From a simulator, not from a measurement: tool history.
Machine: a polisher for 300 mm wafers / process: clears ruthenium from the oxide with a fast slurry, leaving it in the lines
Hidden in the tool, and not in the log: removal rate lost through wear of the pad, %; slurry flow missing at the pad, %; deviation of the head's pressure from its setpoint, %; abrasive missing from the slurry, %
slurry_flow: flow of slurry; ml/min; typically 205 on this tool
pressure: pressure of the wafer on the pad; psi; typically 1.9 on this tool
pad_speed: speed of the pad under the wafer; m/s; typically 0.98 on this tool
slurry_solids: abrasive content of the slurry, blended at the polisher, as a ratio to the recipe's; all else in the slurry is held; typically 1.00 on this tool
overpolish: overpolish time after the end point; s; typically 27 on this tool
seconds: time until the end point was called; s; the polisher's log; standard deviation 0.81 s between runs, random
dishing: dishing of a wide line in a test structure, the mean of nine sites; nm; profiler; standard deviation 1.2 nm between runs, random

| run | hour | slurry_flow | pressure | pad_speed | slurry_solids | overpolish | wafers since the last listed run | wafers polished on this pad | hours since the slurry nozzle was cleaned | hours since the head pressure was calibrated | hours since the slurry blender was calibrated | incoming thickness of the incoming film, nm | seconds | dishing |
|---|---|---|---|---|---|---|---|---|---|---|---|---|---|---|
| 1 | 0.0 | 205 | 1.9 | 0.98 | 1.00 | 27 | 0 | 4741 | 142.4 | 566.2 | 201.4 | 188.2 | 92.7 | 44.9 |
| 2 | 81.4 | 205 | 1.9 | 0.98 | 1.00 | 27 | 873 | 5614 | 223.8 | 647.6 | 282.8 | 188.9 | 95.9 | 40.2 |
| 3 | 157.9 | 205 | 1.9 | 0.98 | 1.00 | 27 | 820 | 6435 | 300.3 | 724.1 | 359.3 | 188.2 | 98.1 | 41.2 |
|  | 167.2 | worn pad replaced by a new one |
| 4 | 233.2 | 205 | 1.9 | 0.98 | 1.00 | 27 | 764 | 707 | 375.6 | 799.4 | 434.6 | 189.1 | 90.7 | 44.9 |
|  | 269.7 | head pressure recalibrated |
| 5 | 320.7 | 205 | 1.9 | 0.98 | 1.00 | 27 | 917 | 1624 | 463.1 | 51.0 | 522.1 | 192.5 | 83.1 | 47.5 |
|  | 343.4 | slurry blender recalibrated |
| 6 | 406.2 | 205 | 1.9 | 1.24 | 1.00 | 27 | 895 | 2520 | 548.6 | 136.5 | 62.8 | 192.6 | 69.3 | 54.6 |
|  | 447.6 | slurry nozzle cleaned |
| 7 | 474.4 | 205 | 1.9 | 1.24 | 1.00 | 27 | 720 | 3241 | 26.8 | 204.7 | 131.0 | 189.6 | 69.3 | 53.9 |
| 8 | 557.2 | 205 | 1.9 | 1.24 | 1.00 | 27 | 888 | 4129 | 109.6 | 287.5 | 213.8 | 194.0 | 72.7 | 51.5 |
| 9 | 644.8 | 205 | 1.9 | 1.24 | 0.90 | 27 | 939 | 5068 | 197.2 | 375.1 | 301.4 | 191.8 | 78.0 | 52.0 |
| 10 | 717.5 | 205 | 1.6 | 0.90 | 1.00 | 27 | 779 | 5848 | 269.9 | 447.8 | 374.1 | 187.5 | 118.1 | 35.3 |
|  | 723.1 | worn pad replaced by a new one |
|  | 932.5 | slurry nozzle cleaned |
|  | 973.5 | slurry blender recalibrated |
| 11 | 982.0 | 205 | 1.6 | 0.90 | 1.00 | 27 | 2761 | 2744 | 49.5 | 712.3 | 8.5 | 190.3 | 116.6 | 36.3 |
| 12 | 1078.8 | 165 | 1.9 | 0.98 | 1.00 | 34 | 1038 | 3782 | 146.3 | 809.1 | 105.3 | 187.6 | 95.9 | 46.6 |
| 13 | 1130.9 | 205 | 1.9 | 1.30 | 1.00 | 42 | 558 | 4341 | 198.4 | 861.2 | 157.4 | 190.8 | 73.4 | 70.3 |
| 14 | 1216.1 | 140 | 1.9 | 1.26 | 1.25 | 27 | 913 | 5255 | 283.6 | 946.4 | 242.6 | 192.6 | 77.3 | 52.2 |
|  | 1252.5 | head pressure recalibrated |
| 15 | 1291.5 | 205 | 1.9 | 0.98 | 1.00 | 27 | 787 | 6042 | 359.0 | 39.0 | 318.0 | 190.1 | 92.8 | 45.1 |
|  | 1357.5 | worn pad replaced by a new one |
| 16 | 1396.0 | 205 | 1.9 | 0.98 | 1.00 | 27 | 1077 | 413 | 463.5 | 143.5 | 422.5 | 193.2 | 86.6 | 45.2 |
|  | 1483.5 | slurry nozzle cleaned |
|  | 1616.3 | slurry blender recalibrated |
| 17 | 1686.5 | 205 | 2.2 | 0.98 | 1.00 | 27 | 3083 | 3496 | 203.0 | 434.0 | 70.2 | 189.1 | 78.6 | 47.8 |
| 18 | 1747.8 | 245 | 1.9 | 0.98 | 0.80 | 27 | 657 | 4153 | 264.3 | 495.3 | 131.5 | 189.4 | 100.2 | 38.0 |
| 19 | 1794.3 | 205 | 1.9 | 0.98 | 1.00 | 27 | 498 | 4652 | 310.8 | 541.8 | 178.0 | 189.3 | 93.8 | 43.2 |
| 20 | 1852.5 | 205 | 1.9 | 1.24 | 1.00 | 27 | 624 | 5276 | 369.0 | 600.0 | 236.2 | 191.5 | 78.4 | 49.4 |
| 21 | 1907.1 | 205 | 1.9 | 0.98 | 1.00 | 27 | 585 | 5862 | 423.6 | 654.6 | 290.8 | 188.8 | 98.3 | 40.2 |
| 22 | 1965.5 | 235 | 2.5 | 1.20 | 1.00 | 27 | 626 | 6488 | 482.0 | 713.0 | 349.2 | 189.1 | 64.1 | 54.0 |
|  | 1978.1 | worn pad replaced by a new one |
| 23 | 2044.9 | 205 | 1.9 | 0.98 | 1.00 | 27 | 808 | 716 | 561.4 | 792.4 | 428.6 | 188.4 | 91.2 | 42.7 |
|  | 2060.6 | head pressure recalibrated |
|  | 2107.4 | slurry nozzle cleaned |
| 24 | 2126.3 | 175 | 1.9 | 0.98 | 1.00 | 27 | 840 | 1557 | 18.9 | 65.7 | 510.0 | 190.1 | 84.0 | 48.6 |
|  | 2170.5 | slurry blender recalibrated |
| 25 | 2190.5 | 255 | 2.2 | 0.98 | 1.00 | 12 | 667 | 2224 | 83.1 | 129.9 | 20.0 | 191.6 | 71.1 | 27.4 |
| 26 | 2255.3 | 205 | 1.9 | 1.26 | 1.00 | 27 | 694 | 2919 | 147.9 | 194.7 | 84.8 | 187.7 | 66.3 | 56.9 |
| 27 | 2357.1 | 205 | 1.9 | 0.98 | 0.85 | 27 | 1091 | 4011 | 249.7 | 296.5 | 186.6 | 186.7 | 93.2 | 40.9 |
| 28 | 2464.4 | 205 | 1.9 | 0.88 | 1.20 | 31 | 1150 | 5162 | 357.0 | 403.8 | 293.9 | 188.3 | 92.6 | 48.1 |

Forecast each of these 4 alternatives for the next run:
| A | 2464.8 | 205 | 1.9 | 0.98 | 1.00 | 42 | 4 | 5166 | 357.4 | 404.2 | 294.3 | 192.4 | ? | ? |
| B | 2464.8 | 205 | 1.6 | 0.86 | 0.70 | 37 | 4 | 5166 | 357.4 | 404.2 | 294.3 | 192.4 | ? | ? |
| C | 2464.8 | 205 | 1.9 | 0.98 | 1.10 | 41 | 4 | 5166 | 357.4 | 404.2 | 294.3 | 192.4 | ? | ? |
| D | 2464.8 | 155 | 2.5 | 0.98 | 0.70 | 27 | 4 | 5166 | 357.4 | 404.2 | 294.3 | 192.4 | ? | ? |

| run | seconds | dishing |
|---|---|---|
| A | 90.3 | 61.2 |
| B | 145.8 | 38.8 |
| C | 86.3 | 62.1 |
| D | 89.8 | 44.4 |
Without the tool's hidden state the same runs would have given:
| run | seconds | dishing |
|---|---|---|
| A | 80.9 | 65.8 |
| B | 130.7 | 42.4 |
| C | 77.3 | 66.7 |
| D | 80.5 | 48.4 |

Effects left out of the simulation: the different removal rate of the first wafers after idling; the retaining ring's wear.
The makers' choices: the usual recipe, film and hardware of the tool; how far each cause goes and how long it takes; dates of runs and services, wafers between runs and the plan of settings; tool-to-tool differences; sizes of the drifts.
